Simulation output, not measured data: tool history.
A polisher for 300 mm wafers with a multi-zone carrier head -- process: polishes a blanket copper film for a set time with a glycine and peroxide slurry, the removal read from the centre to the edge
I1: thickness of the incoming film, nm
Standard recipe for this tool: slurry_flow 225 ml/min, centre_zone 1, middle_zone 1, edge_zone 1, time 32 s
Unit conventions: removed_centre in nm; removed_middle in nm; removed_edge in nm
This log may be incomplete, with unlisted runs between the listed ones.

Run 1, hour 0: usual settings but centre_zone 1.05; I1 2034.4. Result: removed_centre 125 nm, removed_middle 123.3 nm, removed_edge 127.6 nm.
Run 2, hour 78.4: usual settings; I1 2063.8. Result: removed_centre 115.2 nm, removed_middle 122.2 nm, removed_edge 128 nm.
At hour 133.6: carrier head's membrane replaced by a new one.
At hour 135.1: centre zone pressure recalibrated.
Run 3, hour 140.4: usual settings; I1 2012.4. Result: removed_centre 126.1 nm, removed_middle 120.1 nm, removed_edge 125.8 nm.
Run 4, hour 225.6: usual settings but middle_zone 0.95; I1 2049.8. Result: removed_centre 125.3 nm, removed_middle 115.6 nm, removed_edge 124.6 nm.
Run 5, hour 299.1: usual settings; I1 2044.5. Result: removed_centre 120.7 nm, removed_middle 119.3 nm, removed_edge 126.7 nm.
At hour 381.1: worn pad replaced by a new one.
Run 6, hour 504.3: usual settings but slurry_flow 185 ml/min, time 36 s; I1 2040.7. Result: removed_centre 131.8 nm, removed_middle 137 nm, removed_edge 143 nm.
Run 7, hour 549.2: usual settings but centre_zone 0.95, edge_zone 0.89; I1 2038.8. Result: removed_centre 111.4 nm, removed_middle 121 nm, removed_edge 120 nm.
At hour 560.3: slurry nozzle cleaned.
Run 8, hour 614.7: usual settings but slurry_flow 250 ml/min, centre_zone 0.91, middle_zone 1.09, time 24 s; I1 2051.2. Result: removed_centre 80.5 nm, removed_middle 99.5 nm, removed_edge 97.3 nm.
Run 9, hour 686.1: usual settings but centre_zone 1.05; I1 2030.2. Result: removed_centre 122 nm, removed_middle 124.4 nm, removed_edge 128.1 nm.
Run 10, hour 784.4: usual settings but centre_zone 0.9, middle_zone 0.94; I1 2018.5. Result: removed_centre 101.4 nm, removed_middle 115.3 nm, removed_edge 127.7 nm.
At hour 827.4: centre zone pressure recalibrated.
Run 11, hour 873.4: usual settings but slurry_flow 265 ml/min, centre_zone 0.93, middle_zone 1.04, time 28 s; I1 2036.4. Result: removed_centre 105 nm, removed_middle 111.8 nm, removed_edge 109.6 nm.
At hour 910.8: edge zone pressure recalibrated.
Run 12, hour 917.1: usual settings but time 36 s; I1 2058.4. Result: removed_centre 137.2 nm, removed_middle 137 nm, removed_edge 138.4 nm.
Run 13, hour 953.6: usual settings but centre_zone 0.97, middle_zone 1.11, edge_zone 0.9; I1 2044.6. Result: removed_centre 117 nm, removed_middle 130.9 nm, removed_edge 119.9 nm.
At hour 975.9: worn pad replaced by a new one.
Run 14, hour 1048: usual settings but slurry_flow 160 ml/min, centre_zone 0.89, edge_zone 1.05, time 22 s; I1 2096.5. Result: removed_centre 71.4 nm, removed_middle 81.2 nm, removed_edge 90.8 nm.
Run 15, hour 1143.9: usual settings but slurry_flow 180 ml/min, middle_zone 0.9, edge_zone 1.08, time 27 s; I1 2048.8. Result: removed_centre 98.5 nm, removed_middle 93.1 nm, removed_edge 109.2 nm.
Run 16, hour 1209.4: usual settings but slurry_flow 275 ml/min; I1 2040.6. Result: removed_centre 125.3 nm, removed_middle 127 nm, removed_edge 128.2 nm.
Run 17, hour 1281: usual settings but centre_zone 0.97, middle_zone 1.1, edge_zone 0.89, time 42 s; I1 2041.7. Result: removed_centre 150.9 nm, removed_middle 172.7 nm, removed_edge 156.5 nm.
At hour 1363.3: slurry nozzle cleaned.
Run 18, hour 1387.7: usual settings but centre_zone 0.95; I1 2004.6. Result: removed_centre 114 nm, removed_middle 122.4 nm, removed_edge 125.1 nm.
Run 19, hour 1470.7: usual settings but centre_zone 0.97, middle_zone 1.11, edge_zone 0.9; I1 2084.9. Result: removed_centre 114 nm, removed_middle 133.7 nm, removed_edge 122 nm.
Run 20, hour 1532.8: usual settings but centre_zone 1.07, time 28 s; I1 2042.3. Result: removed_centre 109.5 nm, removed_middle 107.8 nm, removed_edge 107.6 nm.
At hour 1594.7: worn pad replaced by a new one.
Run 21, hour 1608.1: usual settings; I1 2039.6. Result: removed_centre 122.1 nm, removed_middle 128.5 nm, removed_edge 128.5 nm.

Predict each of these 5 candidate next runs independently; none follows another, all start after run 21:
Run A, hour 1608.5: usual settings; I1 2062.4. Result: removed_centre ?, removed_middle ?, removed_edge ?.
Run B, hour 1608.5: usual settings but slurry_flow 180 ml/min, centre_zone 0.92; I1 2062.4. Result: removed_centre ?, removed_middle ?, removed_edge ?.
Run C, hour 1608.5: usual settings but centre_zone 0.95, middle_zone 0.97, edge_zone 0.96, time 22 s; I1 2062.4. Result: removed_centre ?, removed_middle ?, removed_edge ?.
Run D, hour 1608.5: usual settings but centre_zone 1.09, middle_zone 0.91; I1 2062.4. Result: removed_centre ?, removed_middle ?, removed_edge ?.
Run E, hour 1608.5: usual settings but slurry_flow 270 ml/min, centre_zone 0.91; I1 2062.4. Result: removed_centre ?, removed_middle ?, removed_edge ?.

run  removed_centre  removed_middle  removed_edge
  A           122.4           123.9         134.5
  B           108.7           120.1         131.4
  C            79.9              83          90.7
  D           133.3           114.4         134.7
  E           114.1           126.6         136.7
Without the tool's unlogged condition, the same runs would have read:
run  removed_centre  removed_middle  removed_edge
  A           132.6           124.4         135.1
  B           117.9           120.6           132
  C            86.6            83.4          91.1
  D           144.4           114.9         135.3
  E           123.7           127.1         137.3
